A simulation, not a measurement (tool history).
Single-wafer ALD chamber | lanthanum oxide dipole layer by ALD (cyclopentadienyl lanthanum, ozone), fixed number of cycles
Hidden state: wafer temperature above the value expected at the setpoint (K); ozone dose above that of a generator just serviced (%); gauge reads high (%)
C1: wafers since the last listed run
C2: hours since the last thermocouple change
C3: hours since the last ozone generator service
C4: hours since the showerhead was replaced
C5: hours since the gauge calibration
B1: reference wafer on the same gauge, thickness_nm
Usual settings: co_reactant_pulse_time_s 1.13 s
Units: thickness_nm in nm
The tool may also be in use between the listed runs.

Run 1, day 0.000: usual settings; C1 0; C2 357.8; C3 89.7; C4 2436.8; C5 614.9; B1 0.528. Result: thickness_nm 0.523 nm.
Run 2, day 7.508: usual settings; C1 4863; C2 538.0; C3 269.9; C4 2617.0; C5 795.1; B1 0.528. Result: thickness_nm 0.505 nm.
Run 3, day 9.804: usual settings but co_reactant_pulse_time_s 1.32 s; C1 1487; C2 593.1; C3 325.0; C4 2672.1; C5 850.2; B1 0.528. Result: thickness_nm 0.524 nm.
Run 4, day 12.042: usual settings but co_reactant_pulse_time_s 1.32 s; C1 1449; C2 646.8; C3 378.7; C4 2725.8; C5 903.9; B1 0.528. Result: thickness_nm 0.519 nm.
Run 5, day 13.450: usual settings but co_reactant_pulse_time_s 1.32 s; C1 912; C2 680.6; C3 412.5; C4 2759.6; C5 937.7; B1 0.528. Result: thickness_nm 0.515 nm.
Run 6, day 15.800: usual settings but co_reactant_pulse_time_s 0.81 s; C1 1522; C2 737.0; C3 468.9; C4 2816.0; C5 994.1; B1 0.528. Result: thickness_nm 0.458 nm.
At day 22.512: ozone generator serviced.
Run 7, day 22.967: usual settings; C1 4426; C2 909.0; C3 10.9; C4 2988.0; C5 1166.1; B1 0.528. Result: thickness_nm 0.535 nm.
Run 8, day 24.850: usual settings; C1 1219; C2 954.2; C3 56.1; C4 3033.2; C5 1211.3; B1 0.528. Result: thickness_nm 0.535 nm.
Run 9, day 25.912: usual settings; C1 688; C2 979.7; C3 81.6; C4 3058.7; C5 1236.8; B1 0.528. Result: thickness_nm 0.529 nm.
Run 10, day 27.392: usual settings but co_reactant_pulse_time_s 0.86 s; C1 958; C2 1015.2; C3 117.1; C4 3094.2; C5 1272.3; B1 0.528. Result: thickness_nm 0.499 nm.
Run 11, day 29.838: usual settings; C1 1584; C2 1073.9; C3 175.8; C4 3152.9; C5 1331.0; B1 0.529. Result: thickness_nm 0.529 nm.
Run 12, day 31.908: usual settings; C1 1341; C2 1123.6; C3 225.5; C4 3202.6; C5 1380.7; B1 0.527. Result: thickness_nm 0.518 nm.
Run 13, day 32.971: usual settings; C1 688; C2 1149.1; C3 251.0; C4 3228.1; C5 1406.2; B1 0.528. Result: thickness_nm 0.522 nm.
At day 33.029: gauge calibrated.
Run 14, day 35.629: usual settings but co_reactant_pulse_time_s 1.33 s; C1 1721; C2 1212.9; C3 314.8; C4 3291.9; C5 62.4; B1 0.528. Result: thickness_nm 0.537 nm.
At day 37.538: thermocouple changed; heater temperature recalibrated.
At day 39.592: showerhead replaced, of another model than before.
Run 15, day 43.646: usual settings but co_reactant_pulse_time_s 1.29 s; C1 4761; C2 146.6; C3 507.2; C4 97.3; C5 254.8; B1 0.527. Result: thickness_nm 0.506 nm.
Run 16, day 46.042: usual settings but co_reactant_pulse_time_s 0.83 s; C1 1551; C2 204.1; C3 564.7; C4 154.8; C5 312.3; B1 0.528. Result: thickness_nm 0.403 nm.
Run 17, day 48.779: usual settings but co_reactant_pulse_time_s 0.73 s; C1 1773; C2 269.8; C3 630.4; C4 220.5; C5 378.0; B1 0.528. Result: thickness_nm 0.366 nm.
Run 18, day 50.154: usual settings but co_reactant_pulse_time_s 0.88 s; C1 890; C2 302.8; C3 663.4; C4 253.5; C5 411.0; B1 0.528. Result: thickness_nm 0.417 nm.
Run 19, day 51.300: usual settings but co_reactant_pulse_time_s 0.76 s; C1 742; C2 330.3; C3 690.9; C4 281.0; C5 438.5; B1 0.528. Result: thickness_nm 0.379 nm.
Run 20, day 52.375: usual settings but co_reactant_pulse_time_s 1.01 s; C1 696; C2 356.1; C3 716.7; C4 306.8; C5 464.3; B1 0.528. Result: thickness_nm 0.451 nm.
At day 52.875: ozone generator serviced.
Run 21, day 54.838: usual settings but co_reactant_pulse_time_s 0.95 s; C1 1379; C2 415.2; C3 47.1; C4 365.9; C5 523.4; B1 0.528. Result: thickness_nm 0.486 nm.
Run 22, day 57.462: usual settings but co_reactant_pulse_time_s 0.82 s; C1 1700; C2 478.2; C3 110.1; C4 428.9; C5 586.4; B1 0.528. Result: thickness_nm 0.439 nm.
Run 23, day 59.458: usual settings but co_reactant_pulse_time_s 1.34 s; C1 1292; C2 526.1; C3 158.0; C4 476.8; C5 634.3; B1 0.528. Result: thickness_nm 0.532 nm.

The same runs without the tool's hidden state, with the same run-to-run variation:
run  thickness_nm
  1         0.542
  2         0.540
  3         0.557
  4         0.554
  5         0.551
  6         0.510
  7         0.538
  8         0.543
  9         0.539
 10         0.516
 11         0.548
 12         0.540
 13         0.546
 14         0.561
 15         0.558
 16         0.481
 17         0.448
 18         0.497
 19         0.464
 20         0.526
 21         0.509
 22         0.480
 23         0.564

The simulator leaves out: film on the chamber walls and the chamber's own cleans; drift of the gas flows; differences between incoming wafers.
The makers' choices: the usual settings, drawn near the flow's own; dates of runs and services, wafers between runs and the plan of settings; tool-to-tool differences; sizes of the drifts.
